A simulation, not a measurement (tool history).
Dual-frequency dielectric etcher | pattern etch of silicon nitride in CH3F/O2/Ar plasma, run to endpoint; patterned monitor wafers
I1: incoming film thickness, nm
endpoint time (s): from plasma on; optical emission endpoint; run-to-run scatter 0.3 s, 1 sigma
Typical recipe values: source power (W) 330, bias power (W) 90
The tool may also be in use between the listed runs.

{"run": 1, "hour": 0.0, "source power (W)": 330, "bias power (W)": 77, "I1": 49.31, "endpoint time (s)": 71.6}
{"run": 2, "hour": 26.9, "source power (W)": 330, "bias power (W)": 77, "I1": 49.58, "endpoint time (s)": 72.9}
{"run": 3, "hour": 43.1, "source power (W)": 330, "bias power (W)": 77, "I1": 49.52, "endpoint time (s)": 72.6}
{"run": 4, "hour": 77.5, "source power (W)": 330, "bias power (W)": 90, "I1": 49.23, "endpoint time (s)": 68.7}
{"run": 5, "hour": 91.9, "source power (W)": 350, "bias power (W)": 90, "I1": 49.91, "endpoint time (s)": 68.5}
{"run": 6, "hour": 107.5, "source power (W)": 350, "bias power (W)": 90, "I1": 49.45, "endpoint time (s)": 67.7}
{"run": 7, "hour": 137.0, "source power (W)": 330, "bias power (W)": 90, "I1": 49.84, "endpoint time (s)": 70.5}
{"run": 8, "hour": 159.1, "source power (W)": 330, "bias power (W)": 90, "I1": 49.19, "endpoint time (s)": 69.7}
{"run": 9, "hour": 183.0, "source power (W)": 330, "bias power (W)": 90, "I1": 49.09, "endpoint time (s)": 69.9}
{"hour": 202.8, "done": "source power generator calibrated"}
{"run": 10, "hour": 203.3, "source power (W)": 380, "bias power (W)": 81, "I1": 49.4, "endpoint time (s)": 69.2}
{"run": 11, "hour": 265.9, "source power (W)": 370, "bias power (W)": 106, "I1": 49.85, "endpoint time (s)": 66.1}
{"run": 12, "hour": 286.5, "source power (W)": 380, "bias power (W)": 99, "I1": 49.56, "endpoint time (s)": 66.3}
{"run": 13, "hour": 318.5, "source power (W)": 290, "bias power (W)": 104, "I1": 49.84, "endpoint time (s)": 72.4}
{"run": 14, "hour": 348.4, "source power (W)": 360, "bias power (W)": 78, "I1": 49.34, "endpoint time (s)": 71.9}
{"hour": 365.8, "done": "bias power generator calibrated"}
{"hour": 382.7, "done": "upper electrode replaced"}
{"hour": 385.0, "done": "wet clean of the chamber"}
{"run": 15, "hour": 385.5, "source power (W)": 390, "bias power (W)": 72, "I1": 49.57, "endpoint time (s)": 67.1}
{"run": 16, "hour": 402.9, "source power (W)": 300, "bias power (W)": 83, "I1": 49.92, "endpoint time (s)": 72.3}
{"run": 17, "hour": 424.3, "source power (W)": 330, "bias power (W)": 90, "I1": 49.22, "endpoint time (s)": 67.4}
{"run": 18, "hour": 521.4, "source power (W)": 330, "bias power (W)": 90, "I1": 49.09, "endpoint time (s)": 68.3}

Alternative continuations, all from the tool just after run 18; predict every row:
{"run": "A", "hour": 521.8, "source power (W)": 330, "bias power (W)": 90, "I1": 49.37, "endpoint time (s)": "?"}
{"run": "B", "hour": 521.8, "source power (W)": 290, "bias power (W)": 103, "I1": 49.37, "endpoint time (s)": "?"}
{"run": "C", "hour": 521.8, "source power (W)": 280, "bias power (W)": 90, "I1": 49.37, "endpoint time (s)": "?"}
{"run": "D", "hour": 521.8, "source power (W)": 370, "bias power (W)": 79, "I1": 49.37, "endpoint time (s)": "?"}

run=A endpoint_time_(s)=68.4
run=B endpoint_time_(s)=68.9
run=C endpoint_time_(s)=72.6
run=D endpoint_time_(s)=68.0
Stripped of hidden state, with their random variation kept, the same runs would have yielded:
run=A endpoint_time_(s)=67.7
run=B endpoint_time_(s)=68.2
run=C endpoint_time_(s)=71.9
run=D endpoint_time_(s)=67.3

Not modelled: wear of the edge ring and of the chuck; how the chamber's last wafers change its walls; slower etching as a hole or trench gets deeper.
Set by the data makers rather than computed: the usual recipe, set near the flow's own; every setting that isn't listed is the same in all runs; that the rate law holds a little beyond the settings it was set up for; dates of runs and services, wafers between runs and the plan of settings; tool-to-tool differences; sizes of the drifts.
